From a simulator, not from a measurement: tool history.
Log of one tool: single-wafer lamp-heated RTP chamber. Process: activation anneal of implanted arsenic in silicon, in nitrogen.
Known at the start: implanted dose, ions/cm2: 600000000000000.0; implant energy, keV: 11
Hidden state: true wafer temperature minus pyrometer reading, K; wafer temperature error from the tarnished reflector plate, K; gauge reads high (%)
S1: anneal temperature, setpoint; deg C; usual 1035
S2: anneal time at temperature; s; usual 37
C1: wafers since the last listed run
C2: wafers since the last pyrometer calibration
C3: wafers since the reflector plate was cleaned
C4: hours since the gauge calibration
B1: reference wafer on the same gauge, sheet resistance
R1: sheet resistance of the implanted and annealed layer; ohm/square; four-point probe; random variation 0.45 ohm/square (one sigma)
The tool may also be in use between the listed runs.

run,day,S1,S2,C1,C2,C3,C4,B1,R1
1,0.000,1035,52,0,4868,1661,612.1,195.02,195.43
# day 2.196: pyrometer window cleaned and pyrometer calibrated
2,12.029,1035,52,3320,2791,4981,900.8,194.85,194.81
3,14.975,1035,52,836,3627,5818,971.5,194.86,193.81
# day 16.729: reflector plate cleaned
4,17.750,1035,37,693,4320,289,1038.1,194.90,201.56
5,21.596,1035,37,1091,5412,1381,1130.4,195.17,200.52
# day 24.175: pyrometer window cleaned and pyrometer calibrated
6,24.196,1023,37,643,5,2025,1192.8,195.07,205.27
7,27.992,1035,37,1077,1083,3102,1283.9,195.11,201.58
8,30.821,1035,30,803,1886,3905,1351.8,194.88,203.55
9,34.067,1054,48,921,2807,4827,1429.7,195.05,188.97
10,36.833,1035,37,785,3592,5612,1496.1,194.98,198.99
# day 38.267: reflector plate cleaned
11,38.721,1035,37,441,4034,129,1541.4,195.12,201.45
12,43.033,1035,37,1224,5258,1353,1644.9,194.86,202.11
13,45.883,1035,27,809,6067,2162,1713.3,194.98,206.43
# day 48.171: pyrometer window cleaned and pyrometer calibrated
14,49.671,1035,27,980,425,3143,1804.2,195.12,205.89
15,53.988,1024,37,1225,1651,4368,1907.8,195.03,204.30
16,55.717,1024,37,490,2142,4859,1949.3,195.05,203.88
17,58.138,1035,37,687,2829,5546,2007.4,195.02,200.35
18,59.996,1052,23,527,3356,6073,2052.0,195.24,199.26
# day 62.654: reflector plate cleaned
19,64.338,1035,54,1137,4494,478,2156.2,195.24,196.35
20,69.117,1025,15,1356,5851,1834,2270.9,194.90,218.93
# day 71.488: pyrometer window cleaned and pyrometer calibrated
21,72.329,1010,29,817,238,2652,2348.0,194.86,214.64
22,75.554,1009,47,915,1154,3567,2425.4,195.05,206.64
23,77.350,1035,37,509,1664,4077,2468.5,195.17,200.86
# day 80.921: gauge calibrated
24,80.933,1026,50,1017,2681,5094,0.3,194.90,198.15
# day 82.238: reflector plate cleaned
25,84.121,1046,54,810,3491,534,76.8,195.09,192.29
26,87.658,1018,37,1004,4495,1539,161.7,194.97,207.72
27,91.842,1035,37,1187,5683,2726,262.1,194.98,200.36
# day 95.504: pyrometer window cleaned and pyrometer calibrated
28,95.525,1035,37,950,5,3677,350.5,195.03,200.38
29,98.038,1064,49,713,718,4390,410.8,194.88,185.99
30,101.338,1035,37,936,1655,5327,490.0,195.09,199.13
31,104.067,1035,17,774,2430,6102,555.5,194.93,211.59
# day 104.579: reflector plate cleaned
32,107.358,1058,37,839,3270,788,634.5,195.06,193.93

The tool's hidden state at each run:
true wafer temperature minus pyrometer reading, K: 0 in every run
gauge reads high (%): 0 in every run
H1: wafer temperature error from the tarnished reflector plate, K
run,H1
1,2.15
2,7.11
3,9.09
4,0.901
5,1.29
6,1.85
7,3.08
8,4.33
9,6.1
10,7.9
11,0.327
12,0.718
13,1.33
14,2.58
15,4.61
16,5.61
17,7.18
18,8.52
19,0.318
20,0.994
21,1.89
22,3.16
23,4.02
24,6.07
25,0.583
26,1.03
27,2.12
28,3.59
29,4.85
30,6.85
31,8.79
32,0.156
